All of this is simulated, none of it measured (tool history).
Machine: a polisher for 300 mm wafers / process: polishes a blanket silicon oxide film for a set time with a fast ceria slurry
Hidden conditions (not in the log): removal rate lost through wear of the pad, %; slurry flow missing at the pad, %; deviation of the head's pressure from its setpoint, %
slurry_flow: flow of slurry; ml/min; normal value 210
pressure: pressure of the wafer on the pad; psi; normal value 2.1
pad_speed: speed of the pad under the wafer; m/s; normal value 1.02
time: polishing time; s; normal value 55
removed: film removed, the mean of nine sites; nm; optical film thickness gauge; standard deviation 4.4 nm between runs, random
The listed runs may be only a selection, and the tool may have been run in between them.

| run | hour | slurry_flow | pressure | pad_speed | time | wafers since the last listed run | wafers polished on this pad | hours since the slurry nozzle was cleaned | hours since the head pressure was calibrated | incoming thickness of the incoming film, nm | removed |
|---|---|---|---|---|---|---|---|---|---|---|---|
| 1 | 0.0 | 210 | 2.1 | 0.86 | 55 | 0 | 4 | 17.4 | 602.3 | 3431.5 | 514.4 |
| 2 | 32.7 | 210 | 2.1 | 0.86 | 55 | 259 | 263 | 50.1 | 635.0 | 3442.9 | 521.2 |
| 3 | 50.4 | 210 | 2.1 | 1.02 | 55 | 140 | 404 | 67.8 | 652.7 | 3465.8 | 617.4 |
| 4 | 80.0 | 210 | 2.1 | 1.02 | 55 | 234 | 638 | 97.4 | 682.3 | 3463.1 | 603.3 |
| 5 | 107.3 | 210 | 2.1 | 1.02 | 55 | 216 | 855 | 124.7 | 709.6 | 3458.8 | 601.0 |
| 6 | 134.8 | 210 | 2.1 | 1.02 | 55 | 218 | 1073 | 152.2 | 737.1 | 3399.0 | 601.3 |
| 7 | 169.4 | 210 | 2.1 | 1.02 | 55 | 274 | 1348 | 186.8 | 771.7 | 3464.7 | 606.9 |
| 8 | 202.3 | 210 | 2.1 | 1.02 | 50 | 261 | 1609 | 219.7 | 804.6 | 3400.8 | 551.3 |
| 9 | 230.2 | 210 | 2.1 | 1.02 | 50 | 221 | 1830 | 247.6 | 832.5 | 3411.5 | 550.0 |
| 10 | 249.6 | 210 | 2.1 | 1.02 | 50 | 153 | 1984 | 267.0 | 851.9 | 3528.0 | 552.2 |
|  | 271.8 | slurry nozzle cleaned, repeated, since the last time left the tool worse |
| 11 | 273.8 | 210 | 2.1 | 1.02 | 55 | 184 | 2168 | 2.0 | 876.1 | 3487.4 | 641.5 |
| 12 | 294.9 | 210 | 2.1 | 1.02 | 68 | 167 | 2336 | 23.1 | 897.2 | 3425.1 | 792.3 |
|  | 300.5 | worn pad replaced by a new one |
| 13 | 350.5 | 210 | 2.1 | 1.02 | 68 | 409 | 396 | 78.7 | 952.8 | 3399.2 | 798.0 |
| 14 | 374.8 | 210 | 2.1 | 1.02 | 55 | 192 | 589 | 103.0 | 977.1 | 3484.1 | 645.3 |
| 15 | 406.9 | 250 | 2.7 | 1.20 | 40 | 254 | 844 | 135.1 | 1009.2 | 3408.7 | 716.9 |
| 16 | 431.0 | 210 | 2.3 | 1.02 | 62 | 191 | 1035 | 159.2 | 1033.3 | 3458.9 | 794.6 |
| 17 | 443.1 | 210 | 2.6 | 1.24 | 74 | 96 | 1131 | 171.3 | 1045.4 | 3444.6 | 1285.5 |
| 18 | 469.3 | 210 | 2.1 | 1.02 | 55 | 207 | 1339 | 197.5 | 1071.6 | 3458.0 | 647.4 |
|  | 487.2 | head pressure recalibrated |
| 19 | 487.7 | 210 | 2.1 | 1.02 | 55 | 130 | 1469 | 215.9 | 0.5 | 3424.6 | 639.3 |
| 20 | 514.3 | 210 | 1.9 | 1.20 | 55 | 211 | 1680 | 242.5 | 27.1 | 3470.6 | 679.7 |
| 21 | 537.8 | 265 | 2.1 | 1.02 | 69 | 186 | 1867 | 266.0 | 50.6 | 3537.4 | 823.2 |
|  | 564.3 | worn pad replaced by a new one |
| 22 | 564.8 | 210 | 2.1 | 1.02 | 48 | 182 | 4 | 293.0 | 77.6 | 3478.8 | 558.7 |
| 23 | 581.9 | 210 | 2.1 | 1.02 | 64 | 135 | 139 | 310.1 | 94.7 | 3450.2 | 737.2 |
| 24 | 675.6 | 135 | 2.1 | 1.02 | 55 | 743 | 883 | 403.8 | 188.4 | 3466.4 | 596.7 |
| 25 | 704.3 | 210 | 2.1 | 1.02 | 55 | 227 | 1111 | 432.5 | 217.1 | 3438.0 | 630.7 |
| 26 | 719.7 | 180 | 2.7 | 1.02 | 55 | 122 | 1233 | 447.9 | 232.5 | 3466.1 | 792.3 |
| 27 | 739.0 | 210 | 2.1 | 1.02 | 55 | 153 | 1386 | 467.2 | 251.8 | 3447.4 | 624.9 |
| 28 | 763.5 | 245 | 1.5 | 1.02 | 55 | 194 | 1580 | 491.7 | 276.3 | 3475.7 | 453.2 |
|  | 790.3 | slurry nozzle cleaned |
|  | 794.8 | worn pad replaced by a new one |
| 29 | 795.3 | 255 | 2.1 | 1.22 | 55 | 212 | 4 | 5.0 | 308.1 | 3427.2 | 782.3 |
| 30 | 814.7 | 265 | 2.1 | 1.02 | 55 | 153 | 158 | 24.4 | 327.5 | 3512.7 | 664.1 |
| 31 | 831.5 | 135 | 2.4 | 1.02 | 43 | 133 | 291 | 41.2 | 344.3 | 3454.1 | 552.4 |
| 32 | 843.7 | 210 | 2.1 | 1.14 | 55 | 96 | 388 | 53.4 | 356.5 | 3531.0 | 716.5 |
| 33 | 931.2 | 210 | 1.8 | 1.30 | 55 | 694 | 1082 | 140.9 | 444.0 | 3448.3 | 695.6 |
| 34 | 957.6 | 210 | 2.3 | 1.14 | 39 | 209 | 1292 | 167.3 | 470.4 | 3486.0 | 558.9 |
| 35 | 977.0 | 210 | 2.7 | 1.02 | 55 | 153 | 1446 | 186.7 | 489.8 | 3452.1 | 834.4 |
| 36 | 1004.9 | 150 | 2.1 | 1.02 | 55 | 221 | 1667 | 214.6 | 517.7 | 3450.6 | 623.9 |
| 37 | 1027.8 | 210 | 2.3 | 1.02 | 55 | 181 | 1849 | 237.5 | 540.6 | 3457.0 | 706.1 |

Had the tool no unlogged condition, and each run kept its random variation, what would the results have been?
| run | removed |
|---|---|
| 1 | 545.9 |
| 2 | 553.4 |
| 3 | 655.8 |
| 4 | 641.7 |
| 5 | 640.1 |
| 6 | 641.6 |
| 7 | 649.4 |
| 8 | 592.0 |
| 9 | 592.6 |
| 10 | 596.6 |
| 11 | 644.1 |
| 12 | 795.6 |
| 13 | 801.8 |
| 14 | 648.7 |
| 15 | 720.8 |
| 16 | 800.2 |
| 17 | 1295.2 |
| 18 | 653.0 |
| 19 | 645.5 |
| 20 | 687.3 |
| 21 | 832.1 |
| 22 | 566.9 |
| 23 | 749.2 |
| 24 | 617.7 |
| 25 | 649.7 |
| 26 | 821.0 |
| 27 | 647.1 |
| 28 | 469.4 |
| 29 | 782.6 |
| 30 | 664.4 |
| 31 | 552.8 |
| 32 | 717.1 |
| 33 | 697.4 |
| 34 | 560.9 |
| 35 | 838.0 |
| 36 | 628.3 |
| 37 | 711.0 |
